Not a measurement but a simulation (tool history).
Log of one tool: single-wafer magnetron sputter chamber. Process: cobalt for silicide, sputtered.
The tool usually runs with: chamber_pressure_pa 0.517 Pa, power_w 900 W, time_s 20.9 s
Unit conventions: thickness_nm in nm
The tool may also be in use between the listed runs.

| run | hour | chamber_pressure_pa | power_w | time_s | read-back reference wafer on the same gauge, thickness_nm | thickness_nm |
|---|---|---|---|---|---|---|
| 1 | 0 | 0.517 | 900 | 20.9 | 11.53 | 9.388 |
| 2 | 12.3 | 0.62 | 900 | 20.9 | 11.529 | 8.943 |
| 3 | 19.5 | 0.62 | 900 | 20.9 | 11.534 | 8.962 |
| 4 | 26.6 | 0.517 | 900 | 18.3 | 11.534 | 8.216 |
|  | 45.7 | sputter target and shields replaced |
| 5 | 46.2 | 0.517 | 900 | 18.3 | 11.526 | 8.331 |
| 6 | 66.8 | 0.517 | 900 | 20.9 | 11.533 | 9.482 |
| 7 | 113.4 | 0.517 | 900 | 18.7 | 11.531 | 8.414 |
| 8 | 130.5 | 0.517 | 900 | 18.7 | 11.531 | 8.385 |
|  | 148 | capacitance manometer re-zeroed and calibrated |
| 9 | 148.5 | 0.517 | 900 | 18.7 | 11.53 | 8.672 |
| 10 | 148.8 | 0.517 | 900 | 20.9 | 11.53 | 9.713 |
| 11 | 157.6 | 0.517 | 900 | 20.9 | 11.531 | 9.679 |
|  | 165.8 | magnet pack replaced |
| 12 | 172.2 | 0.517 | 900 | 20.9 | 11.528 | 9.658 |
| 13 | 185.1 | 0.517 | 900 | 20.9 | 11.529 | 9.637 |
| 14 | 195.1 | 0.517 | 900 | 17 | 11.53 | 7.861 |
| 15 | 201.6 | 0.604 | 1100 | 20.9 | 11.533 | 11.403 |
|  | 213.2 | sputter target and shields replaced |
|  | 220.1 | gauge calibrated |
| 16 | 235.7 | 0.335 | 750 | 22.7 | 11.53 | 9.543 |
| 17 | 245.7 | 0.31 | 900 | 17.3 | 11.53 | 8.798 |
| 18 | 290 | 0.517 | 700 | 24.6 | 11.528 | 8.888 |
| 19 | 298.1 | 0.517 | 800 | 20.9 | 11.529 | 8.625 |
| 20 | 309 | 0.373 | 950 | 19 | 11.533 | 9.866 |
| 21 | 317.4 | 0.435 | 750 | 23.9 | 11.533 | 9.535 |
| 22 | 324 | 0.376 | 1050 | 16.9 | 11.529 | 9.698 |
| 23 | 333.4 | 0.517 | 1100 | 17.3 | 11.536 | 9.798 |
| 24 | 346.9 | 0.517 | 900 | 20.9 | 11.531 | 9.68 |
| 25 | 361.3 | 0.517 | 900 | 20.9 | 11.529 | 9.645 |
| 26 | 373.3 | 0.517 | 1000 | 18.1 | 11.531 | 9.263 |
|  | 393.7 | sputter target and shields replaced |
| 27 | 394.2 | 0.337 | 1000 | 17.6 | 11.525 | 9.875 |

Predict each of these 4 candidate next runs independently; none follows another, all start after run 27:
| A | 394.6 | 0.517 | 900 | 19.1 | ? | ? |
| B | 394.6 | 0.371 | 900 | 20.9 | ? | ? |
| C | 394.6 | 0.664 | 800 | 20.9 | ? | ? |
| D | 394.6 | 0.633 | 800 | 18.2 | ? | ? |

| run | read-back reference wafer on the same gauge, thickness_nm | thickness_nm |
|---|---|---|
| A | 11.526 | 8.922 |
| B | 11.526 | 10.386 |
| C | 11.526 | 8.165 |
| D | 11.526 | 7.201 |
Without the tool's hidden state the same runs would have given:
| run | thickness_nm |
|---|---|
| A | 8.988 |
| B | 10.443 |
| C | 8.241 |
| D | 7.266 |
